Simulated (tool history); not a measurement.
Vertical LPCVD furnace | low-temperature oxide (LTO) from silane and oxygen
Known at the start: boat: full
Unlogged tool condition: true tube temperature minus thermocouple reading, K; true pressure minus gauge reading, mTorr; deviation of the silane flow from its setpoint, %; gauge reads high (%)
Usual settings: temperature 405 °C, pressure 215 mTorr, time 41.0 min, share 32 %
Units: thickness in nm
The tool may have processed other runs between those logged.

run   hour  temperature  pressure  time  share  wafers since the last listed run  hours since the last temperature calibration  hours since the pressure gauge was zeroed  hours since the silane flow controller was replaced  hours since the gauge calibration  read-back reference wafer on the same gauge, thickness  thickness
  1    0.0          401       200  41.0     32                                 0                                        3465.0                                     3256.9                                               5899.5                              144.9                                                  269.14     278.29
  2   25.1          405       215  41.0     32                               278                                        3490.1                                     3282.0                                               5924.6                              170.0                                                  268.97     311.25
  3   42.5          405       215  41.0     32                               192                                        3507.5                                     3299.4                                               5942.0                              187.4                                                  268.98     312.31
  4   73.6          405       215  41.0     32                               344                                        3538.6                                     3330.5                                               5973.1                              218.5                                                  268.94     312.77
  5  107.8          405       215  41.0     28                               379                                        3572.8                                     3364.7                                               6007.3                              252.7                                                  268.97     256.59
  6  136.2          405       215  41.0     32                               314                                        3601.2                                     3393.1                                               6035.7                              281.1                                                  269.00     313.32
  7  159.8          405       215  41.0     32                               261                                        3624.8                                     3416.7                                               6059.3                              304.7                                                  269.03     311.79
  8  194.1          405       215  41.0     32                               380                                        3659.1                                     3451.0                                               6093.6                              339.0                                                  268.90     313.02
     230.7  -- thermocouples replaced and temperature profile calibrated
  9  231.2          405       215  41.0     32                               145                                           0.5                                     3488.1                                               6130.7                              376.1                                                  269.10     313.83
 10  235.2          405       215  41.0     32                                44                                           4.5                                     3492.1                                               6134.7                              380.1                                                  269.00     312.96
 11  258.9          405       215  41.0     31                               262                                          28.2                                     3515.8                                               6158.4                              403.8                                                  268.98     299.28
 12  279.7          405       215  41.0     32                               230                                          49.0                                     3536.6                                               6179.2                              424.6                                                  268.99     311.84
 13  300.9          405       215  41.0     32                               235                                          70.2                                     3557.8                                               6200.4                              445.8                                                  268.94     312.52
 14  323.2          405       215  41.0     32                               247                                          92.5                                     3580.1                                               6222.7                              468.1                                                  268.98     313.67
 15  351.6          405       215  50.5     37                               314                                         120.9                                     3608.5                                               6251.1                              496.5                                                  268.97     467.27
 16  363.9          405       215  41.0     32                               136                                         133.2                                     3620.8                                               6263.4                              508.8                                                  268.99     312.58
     371.5  -- gauge calibrated
 17  384.6          405       215  35.5     26                               229                                         153.9                                     3641.5                                               6284.1                               13.1                                                  269.00     199.99
 18  402.8          405       230  31.0     32                               201                                         172.1                                     3659.7                                               6302.3                               31.3                                                  268.90     253.92
     432.6  -- silane flow controller replaced
 19  435.3          405       215  41.0     32                                94                                         204.6                                     3692.2                                                  2.7                               63.8                                                  269.14     314.64
 20  458.7          399       215  41.0     32                               259                                         228.0                                     3715.6                                                 26.1                               87.2                                                  268.95     290.72
 21  471.9          405       215  41.0     32                               146                                         241.2                                     3728.8                                                 39.3                              100.4                                                  268.93     315.01
     520.2  -- pressure gauge zeroed
 22  520.7          405       215  31.0     28                               275                                         290.0                                        0.5                                                 88.1                              149.2                                                  268.86     186.46
 23  524.6          415       180  25.5     32                                43                                         293.9                                        4.4                                                 92.0                              153.1                                                  269.07     173.64
 24  548.5          400       250  41.0     32                               265                                         317.8                                       28.3                                                115.9                              177.0                                                  269.03     327.41
 25  575.0          415       180  25.5     32                               293                                         344.3                                       54.8                                                142.4                              203.5                                                  268.99     174.78
 26  604.7          405       215  35.5     36                               329                                         374.0                                       84.5                                                172.1                              233.2                                                  268.94     304.21
 27  635.2          405       215  55.0     32                               338                                         404.5                                      115.0                                                202.6                              263.7                                                  269.12     400.10
 28  662.7          405       215  41.0     32                               304                                         432.0                                      142.5                                                230.1                              291.2                                                  269.19     299.45
 29  684.1          405       250  30.0     32                               237                                         453.4                                      163.9                                                251.5                              312.6                                                  268.99     255.37
 30  705.7          405       215  41.0     32                               239                                         475.0                                      185.5                                                273.1                              334.2                                                  269.09     300.33
 31  720.5          405       230  41.0     32                               164                                         489.8                                      200.3                                                287.9                              349.0                                                  269.05     320.81

Some steps in thickness between neighbouring runs. How much of each would the tool show without its hidden state too (settings, what came in, random variation), and how much is left for the hidden state, with any gauge scatter that isn't in both results?
Run 14 -> 15: time 41.0 -> 50.5, share 32 -> 37. thickness +153.60 nm: hidden state +8.24, all else +145.36.
Run 15 -> 16: time 50.5 -> 41.0, share 37 -> 32. thickness -154.69 nm: hidden state -8.13, all else -146.56.
Run 21 -> 22: time 41.0 -> 31.0, share 32 -> 28, pressure gauge zeroed. thickness -128.55 nm: hidden state -15.71, all else -112.84.
Run 23 -> 24: temperature 415 -> 400, pressure 180 -> 250, time 25.5 -> 41.0. thickness +153.77 nm: hidden state +0.69, all else +153.08.

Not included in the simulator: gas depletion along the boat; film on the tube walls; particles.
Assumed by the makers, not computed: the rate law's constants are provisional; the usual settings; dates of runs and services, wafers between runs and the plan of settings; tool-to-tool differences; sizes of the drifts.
